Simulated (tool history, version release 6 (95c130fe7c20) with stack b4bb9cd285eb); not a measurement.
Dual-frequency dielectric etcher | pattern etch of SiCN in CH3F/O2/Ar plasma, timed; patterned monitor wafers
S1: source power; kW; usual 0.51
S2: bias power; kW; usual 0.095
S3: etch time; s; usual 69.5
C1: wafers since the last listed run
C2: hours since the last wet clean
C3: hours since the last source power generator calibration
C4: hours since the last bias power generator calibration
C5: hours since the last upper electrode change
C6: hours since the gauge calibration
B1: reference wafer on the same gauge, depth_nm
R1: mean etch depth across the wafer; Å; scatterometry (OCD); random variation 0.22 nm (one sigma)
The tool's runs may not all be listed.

run	day	S1	S2	S3	C1	C2	C3	C4	C5	C6	B1	R1
1	0	0.51	0.087	69.5	0	48	3364.6	2020.4	860.9	967.3	36.18	312.5
2	1.808	0.51	0.095	85.5	445	91.4	3408	2063.8	904.3	1010.7	36.2	404.2
3	5.096	0.51	0.095	85.5	809	170.3	3486.9	2142.7	983.2	1089.6	36.19	398.4
4	8.233	0.51	0.095	69.5	772	245.6	3562.2	2218	1058.5	1164.9	36.2	323.7
5	10.842	0.51	0.095	69.5	641	308.2	3624.8	2280.6	1121.1	1227.5	36.17	334.2
# day 13.283: wet clean of the chamber
6	13.304	0.51	0.095	69.5	359	0.5	3683.9	2339.7	1180.2	1286.6	36.17	321.9
7	15.921	0.51	0.095	69.5	643	63.3	3746.7	2402.5	1243	1349.4	36.14	326.3
8	17.642	0.51	0.095	69.5	423	104.6	3788	2443.8	1284.3	1390.7	36.19	327
9	21.067	0.51	0.095	69.5	842	186.8	3870.2	2526	1366.5	1472.9	36.19	327.4
10	25.138	0.51	0.095	69.5	1001	284.5	3967.9	2623.7	1464.2	1570.6	36.21	333.1
11	27.35	0.51	0.095	75	544	337.6	4021	2676.8	1517.3	1623.7	36.19	357.2
# day 29.004: wet clean of the chamber
12	30.438	0.51	0.095	69.5	513	34.4	4095.1	2750.9	1591.4	1697.8	36.2	322.5
# day 30.825: source power generator calibrated
# day 32.3: bias power generator calibrated
13	34.588	0.51	0.115	62	939	134	90.3	54.9	1691	1797.4	36.23	302.5
14	36.112	0.51	0.079	69.5	375	170.6	126.9	91.5	1727.6	1834	36.17	310.1
15	38.162	0.51	0.095	69.5	504	219.8	176.1	140.7	1776.8	1883.2	36.18	328
# day 38.396: gauge calibrated
# day 42.033: wet clean of the chamber
16	42.054	0.51	0.095	82.5	711	0.5	269.5	234.1	1870.2	87.8	36.21	382.9
# day 43.217: upper electrode replaced, of another model than before
17	44.592	0.59	0.113	69.5	378	61.4	330.4	295	33	148.7	36.17	360.5
18	47.942	0.59	0.114	83	824	141.8	410.8	375.4	113.4	229.1	36.17	438.2
19	49.575	0.62	0.095	69.5	401	181	450	414.6	152.6	268.3	36.22	366.2
20	53.3	0.64	0.086	53	916	270.4	539.4	504	242	357.7	36.21	282.8
21	56.221	0.57	0.112	57	718	340.5	609.5	574.1	312.1	427.8	36.19	300.3
# day 57.733: wet clean of the chamber
22	66.75	0.6	0.095	58	2345	216.4	862.2	826.8	564.8	680.5	36.2	298.7

Forecast each of these 3 alternatives for the next run:
A	66.767	0.51	0.104	69.5	4	216.8	862.6	827.2	565.2	680.9	?	?
B	66.767	0.4	0.095	50	4	216.8	862.6	827.2	565.2	680.9	?	?
C	66.767	0.51	0.095	88	4	216.8	862.6	827.2	565.2	680.9	?	?

run	B1	R1
A	36.24	338.4
B	36.24	203.3
C	36.24	421.1
Without the tool's hidden state the same runs would have given:
run	R1
A	332.2
B	199.6
C	413.3
